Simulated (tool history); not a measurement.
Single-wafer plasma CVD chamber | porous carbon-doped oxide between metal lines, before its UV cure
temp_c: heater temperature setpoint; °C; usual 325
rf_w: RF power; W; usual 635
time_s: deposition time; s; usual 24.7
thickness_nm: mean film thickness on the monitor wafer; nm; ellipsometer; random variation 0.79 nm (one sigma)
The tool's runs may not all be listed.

run,hour,temp_c,rf_w,time_s,"read-back reference wafer on the same gauge, thickness_nm",thickness_nm
1,0.0,325,635,27.4,121.068,150.537
2,59.5,325,635,24.7,121.081,135.821
3,110.7,325,635,26.9,121.017,149.108
4,163.5,325,635,26.9,120.744,148.568
5,215.7,325,635,24.7,121.089,136.631
6,255.0,321,635,28.2,121.135,157.853
7,285.8,325,635,24.7,121.004,135.795
8,331.8,325,635,24.7,121.156,136.822
9,389.6,325,635,22.6,120.965,126.638
10,429.3,325,635,22.6,120.959,125.258
11,473.1,325,635,22.6,120.854,125.841
12,514.9,325,635,24.7,120.939,136.161
# hour 537.0: showerhead replaced
13,548.3,325,635,24.7,120.886,136.298
14,574.2,325,635,24.7,120.887,136.763
# hour 635.7: thermocouple changed; heater temperature recalibrated
15,637.2,332,730,20.0,121.040,120.289
# hour 677.1: RF generator calibrated
16,704.6,317,635,24.7,120.886,142.858
17,746.8,332,530,26.6,121.044,121.709
# hour 861.5: gauge calibrated
18,887.9,330,635,22.8,120.822,122.921
19,954.2,337,635,24.7,120.906,129.279
20,1009.2,325,635,24.7,121.099,137.745
21,1040.2,310,725,21.2,120.947,144.338
22,1107.7,325,685,20.8,120.868,122.503
23,1134.3,325,635,24.7,121.201,135.501
24,1193.7,325,635,24.7,120.911,136.793
25,1233.0,319,635,24.7,121.056,141.195
26,1275.0,325,735,26.1,121.017,162.083
27,1329.3,334,755,24.7,121.124,150.623
28,1394.4,325,600,26.6,120.754,139.902
29,1461.9,325,530,24.7,121.064,117.652
30,1524.8,339,590,21.1,121.144,102.079
31,1552.8,325,580,22.0,120.952,113.938
32,1610.3,325,635,24.7,121.149,135.994
33,1639.9,313,575,20.0,121.061,109.698
34,1679.7,325,695,29.5,120.988,175.151

What the log doesn't show, run by run:
wafer temperature above the value expected at the setpoint (K): 0 in every run
delivered RF power above the setpoint (%): 0 in every run
gauge reads high (%): 0 in every run

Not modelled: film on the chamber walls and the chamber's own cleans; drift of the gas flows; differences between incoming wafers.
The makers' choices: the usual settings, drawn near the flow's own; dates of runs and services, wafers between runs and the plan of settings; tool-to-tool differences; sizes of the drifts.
